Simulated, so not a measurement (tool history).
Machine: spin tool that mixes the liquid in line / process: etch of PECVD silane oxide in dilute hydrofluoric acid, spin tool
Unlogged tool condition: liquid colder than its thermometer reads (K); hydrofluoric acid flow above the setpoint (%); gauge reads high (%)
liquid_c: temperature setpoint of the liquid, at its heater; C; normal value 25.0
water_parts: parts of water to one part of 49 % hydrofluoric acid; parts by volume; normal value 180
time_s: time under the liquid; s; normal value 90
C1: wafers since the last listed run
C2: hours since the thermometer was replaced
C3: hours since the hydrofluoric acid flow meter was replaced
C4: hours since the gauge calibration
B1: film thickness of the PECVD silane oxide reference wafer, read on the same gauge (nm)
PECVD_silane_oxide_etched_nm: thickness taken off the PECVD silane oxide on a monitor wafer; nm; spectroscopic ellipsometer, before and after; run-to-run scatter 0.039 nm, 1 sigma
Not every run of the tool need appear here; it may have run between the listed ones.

Run 1, day 0.000: usual settings but time_s 115 s; C1 0; C2 647.5; C3 81.4; C4 313.2; B1 39.97. Result: PECVD_silane_oxide_etched_nm 8.26 nm.
Run 2, day 3.362: usual settings but time_s 115 s; C1 1062; C2 728.2; C3 162.1; C4 393.9; B1 39.97. Result: PECVD_silane_oxide_etched_nm 8.20 nm.
Run 3, day 7.008: usual settings; C1 1152; C2 815.7; C3 249.6; C4 481.4; B1 40.04. Result: PECVD_silane_oxide_etched_nm 6.45 nm.
Run 4, day 8.558: usual settings; C1 489; C2 852.9; C3 286.8; C4 518.6; B1 40.00. Result: PECVD_silane_oxide_etched_nm 6.41 nm.
Run 5, day 12.662: usual settings; C1 1297; C2 951.4; C3 385.3; C4 617.1; B1 40.01. Result: PECVD_silane_oxide_etched_nm 6.50 nm.
Run 6, day 15.229: usual settings; C1 811; C2 1013.0; C3 446.9; C4 678.7; B1 40.04. Result: PECVD_silane_oxide_etched_nm 6.54 nm.
Run 7, day 18.892: usual settings; C1 1157; C2 1100.9; C3 534.8; C4 766.6; B1 40.02. Result: PECVD_silane_oxide_etched_nm 6.43 nm.
Run 8, day 21.196: usual settings; C1 728; C2 1156.2; C3 590.1; C4 821.9; B1 39.99. Result: PECVD_silane_oxide_etched_nm 6.52 nm.
Run 9, day 24.833: usual settings but water_parts 225 parts by volume; C1 1149; C2 1243.5; C3 677.4; C4 909.2; B1 40.01. Result: PECVD_silane_oxide_etched_nm 5.00 nm.
Run 10, day 32.483: usual settings but water_parts 225 parts by volume; C1 2418; C2 1427.1; C3 861.0; C4 1092.8; B1 40.00. Result: PECVD_silane_oxide_etched_nm 5.01 nm.
At day 38.633: hydrofluoric acid flow meter replaced.
Run 11, day 45.879: usual settings but water_parts 225 parts by volume; C1 4221; C2 1748.6; C3 173.9; C4 1414.3; B1 39.97. Result: PECVD_silane_oxide_etched_nm 4.68 nm.
Run 12, day 47.496: usual settings but water_parts 125 parts by volume; C1 511; C2 1787.4; C3 212.7; C4 1453.1; B1 39.96. Result: PECVD_silane_oxide_etched_nm 9.49 nm.
Run 13, day 51.650: usual settings but time_s 115 s; C1 1313; C2 1887.1; C3 312.4; C4 1552.8; B1 39.99. Result: PECVD_silane_oxide_etched_nm 7.96 nm.
At day 60.129: thermometer replaced.
Run 14, day 64.400: usual settings; C1 4016; C2 102.5; C3 618.4; C4 1858.8; B1 40.00. Result: PECVD_silane_oxide_etched_nm 6.84 nm.
At day 67.862: gauge calibrated.
Run 15, day 68.279: usual settings but water_parts 225 parts by volume; C1 1226; C2 195.6; C3 711.5; C4 10.0; B1 40.04. Result: PECVD_silane_oxide_etched_nm 5.15 nm.
Run 16, day 71.983: usual settings but water_parts 140 parts by volume, time_s 105 s; C1 1170; C2 284.5; C3 800.4; C4 98.9; B1 39.99. Result: PECVD_silane_oxide_etched_nm 10.80 nm.
Run 17, day 75.308: usual settings but liquid_c 29.5 C, water_parts 255 parts by volume, time_s 70 s; C1 1050; C2 364.3; C3 880.2; C4 178.7; B1 39.99. Result: PECVD_silane_oxide_etched_nm 4.07 nm.
Run 18, day 81.133: usual settings but liquid_c 20.5 C, water_parts 250 parts by volume, time_s 125 s; C1 1841; C2 504.1; C3 1020.0; C4 318.5; B1 40.03. Result: PECVD_silane_oxide_etched_nm 5.42 nm.
At day 83.479: hydrofluoric acid flow meter replaced.
Run 19, day 83.550: usual settings but liquid_c 29.0 C, water_parts 255 parts by volume, time_s 60 s; C1 750; C2 562.1; C3 1.7; C4 376.5; B1 40.03. Result: PECVD_silane_oxide_etched_nm 3.21 nm.
Run 20, day 92.912: usual settings but water_parts 210 parts by volume, time_s 140 s; C1 2959; C2 786.8; C3 226.4; C4 601.2; B1 39.98. Result: PECVD_silane_oxide_etched_nm 8.32 nm.
Run 21, day 97.254: usual settings but time_s 55 s; C1 1372; C2 891.0; C3 330.6; C4 705.4; B1 39.98. Result: PECVD_silane_oxide_etched_nm 3.97 nm.
Run 22, day 100.975: usual settings but water_parts 210 parts by volume; C1 1176; C2 980.3; C3 419.9; C4 794.7; B1 40.00. Result: PECVD_silane_oxide_etched_nm 5.41 nm.
Run 23, day 103.275: usual settings; C1 726; C2 1035.5; C3 475.1; C4 849.9; B1 39.98. Result: PECVD_silane_oxide_etched_nm 6.57 nm.
Run 24, day 107.033: usual settings but liquid_c 23.0 C, water_parts 230 parts by volume, time_s 65 s; C1 1187; C2 1125.7; C3 565.3; C4 940.1; B1 40.03. Result: PECVD_silane_oxide_etched_nm 3.26 nm.
Run 25, day 111.308: usual settings; C1 1351; C2 1228.3; C3 667.9; C4 1042.7; B1 39.98. Result: PECVD_silane_oxide_etched_nm 6.64 nm.

Consider 4 possible next runs. They are alternatives, not a sequence: every one starts from the tool as it was left by run 25. What does each give?
Run A, day 111.325: usual settings but time_s 50 s; C1 5; C2 1228.7; C3 668.3; C4 1043.1; B1 ?. Result: PECVD_silane_oxide_etched_nm ?.
Run B, day 111.325: usual settings but liquid_c 27.5 C, water_parts 250 parts by volume, time_s 110 s; C1 5; C2 1228.7; C3 668.3; C4 1043.1; B1 ?. Result: PECVD_silane_oxide_etched_nm ?.
Run C, day 111.325: usual settings but liquid_c 28.5 C, water_parts 125 parts by volume, time_s 35 s; C1 5; C2 1228.7; C3 668.3; C4 1043.1; B1 ?. Result: PECVD_silane_oxide_etched_nm ?.
Run D, day 111.325: usual settings but liquid_c 29.5 C, water_parts 230 parts by volume, time_s 60 s; C1 5; C2 1228.7; C3 668.3; C4 1043.1; B1 ?. Result: PECVD_silane_oxide_etched_nm ?.

run     B1  PECVD_silane_oxide_etched_nm
  A  39.99                          3.64
  B  39.99                          5.86
  C  39.99                          4.46
  D  39.99                          3.81
With no hidden state in the tool, these same runs would have given:
run  PECVD_silane_oxide_etched_nm
  A                          3.66
  B                          5.86
  C                          4.49
  D                          3.81

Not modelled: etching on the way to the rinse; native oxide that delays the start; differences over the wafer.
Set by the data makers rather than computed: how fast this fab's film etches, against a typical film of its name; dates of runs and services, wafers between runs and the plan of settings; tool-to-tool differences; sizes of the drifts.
